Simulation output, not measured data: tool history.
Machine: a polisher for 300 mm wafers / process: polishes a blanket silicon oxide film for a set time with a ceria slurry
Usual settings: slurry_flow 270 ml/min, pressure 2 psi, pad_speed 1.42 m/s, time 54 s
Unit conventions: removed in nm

| run | hour | slurry_flow | pressure | pad_speed | time | incoming thickness of the incoming film, nm | removed |
|---|---|---|---|---|---|---|---|
| 1 | 0 | 250 | 2 | 1.42 | 54 | 1658.1 | 207.1 |
| 2 | 48.5 | 250 | 2 | 1.42 | 54 | 1680.3 | 204.5 |
| 3 | 98.8 | 250 | 2 | 1.42 | 54 | 1703.9 | 207.3 |
| 4 | 132.8 | 310 | 2.2 | 1.42 | 54 | 1666.5 | 231 |
|  | 183.7 | worn pad replaced by a new one |
| 5 | 184.2 | 310 | 2.2 | 1.42 | 54 | 1658 | 239.8 |
| 6 | 228.8 | 270 | 2 | 1.42 | 54 | 1657.9 | 211.8 |
| 7 | 288.7 | 270 | 2 | 1.42 | 54 | 1670.6 | 209.2 |
| 8 | 318.5 | 270 | 2 | 1.54 | 54 | 1691 | 221.7 |
|  | 329.1 | slurry nozzle cleaned |
| 9 | 362.7 | 270 | 2 | 1.42 | 54 | 1685.7 | 204.9 |
| 10 | 390.2 | 270 | 2 | 1.42 | 54 | 1683.2 | 205.2 |
| 11 | 436.7 | 270 | 2 | 1.42 | 54 | 1704.2 | 204.7 |
|  | 473.1 | worn pad replaced by a new one |
| 12 | 537 | 270 | 2 | 1.42 | 54 | 1703.9 | 210 |
|  | 564.6 | head pressure recalibrated |
| 13 | 590.4 | 270 | 2 | 1.42 | 54 | 1654 | 208.9 |
| 14 | 620.3 | 270 | 1.9 | 1.42 | 54 | 1648.5 | 199.9 |
| 15 | 655.1 | 270 | 2 | 1.42 | 47 | 1640.8 | 178.7 |
| 16 | 710.6 | 270 | 2 | 1.42 | 47 | 1667.2 | 179.2 |
|  | 736.1 | worn pad replaced by a new one, of another model than before |
|  | 763.9 | slurry nozzle cleaned |
| 17 | 773 | 180 | 2.6 | 1 | 70 | 1665.5 | 236.3 |
| 18 | 813 | 270 | 1.7 | 1.42 | 54 | 1669.6 | 182.9 |
| 19 | 851.2 | 270 | 2 | 1.42 | 54 | 1683.4 | 209.6 |
| 20 | 922.9 | 270 | 2 | 1.92 | 47 | 1672.8 | 243.2 |
| 21 | 993 | 270 | 2 | 1.16 | 35 | 1683 | 106.6 |
|  | 1044.3 | worn pad replaced by a new one |
| 22 | 1054.9 | 215 | 2 | 1.42 | 45 | 1683.3 | 176.5 |
| 23 | 1118.4 | 330 | 2 | 1.42 | 54 | 1673.5 | 212.8 |
| 24 | 1178.2 | 215 | 2.6 | 1.42 | 72 | 1681.9 | 340.8 |
|  | 1195.9 | slurry nozzle cleaned |
| 25 | 1220.6 | 270 | 2 | 1.42 | 54 | 1705.1 | 206.5 |
| 26 | 1253.8 | 270 | 1.5 | 1.24 | 54 | 1674.2 | 143.7 |
| 27 | 1278.9 | 270 | 1.7 | 1.42 | 63 | 1635.8 | 212 |
| 28 | 1307.4 | 360 | 1.7 | 1.42 | 70 | 1666.5 | 242.5 |
| 29 | 1334.1 | 245 | 2.6 | 1.42 | 72 | 1643.9 | 336.5 |
|  | 1342.9 | worn pad replaced by a new one |
| 30 | 1370.9 | 270 | 2 | 1.42 | 54 | 1680.9 | 211.3 |
| 31 | 1402.2 | 270 | 2.5 | 1.12 | 71 | 1664.6 | 260 |
| 32 | 1454.6 | 235 | 1.6 | 1.42 | 54 | 1642.4 | 175.4 |

Give the tool's hidden conditions for every run:
slurry flow missing at the pad, %: 0 in every run
deviation of the head's pressure from its setpoint, %: 0 in every run
H1: removal rate lost through wear of the pad, %
| run | H1 |
|---|---|
| 1 | 1.72 |
| 2 | 2.36 |
| 3 | 3.03 |
| 4 | 3.47 |
| 5 | 0.606 |
| 6 | 1.19 |
| 7 | 1.99 |
| 8 | 2.38 |
| 9 | 2.96 |
| 10 | 3.33 |
| 11 | 3.94 |
| 12 | 1.08 |
| 13 | 1.79 |
| 14 | 2.18 |
| 15 | 2.64 |
| 16 | 3.37 |
| 17 | 0.764 |
| 18 | 1.29 |
| 19 | 1.8 |
| 20 | 2.74 |
| 21 | 3.67 |
| 22 | 0.417 |
| 23 | 1.26 |
| 24 | 2.05 |
| 25 | 2.61 |
| 26 | 3.05 |
| 27 | 3.38 |
| 28 | 3.75 |
| 29 | 4.11 |
| 30 | 0.482 |
| 31 | 0.896 |
| 32 | 1.59 |

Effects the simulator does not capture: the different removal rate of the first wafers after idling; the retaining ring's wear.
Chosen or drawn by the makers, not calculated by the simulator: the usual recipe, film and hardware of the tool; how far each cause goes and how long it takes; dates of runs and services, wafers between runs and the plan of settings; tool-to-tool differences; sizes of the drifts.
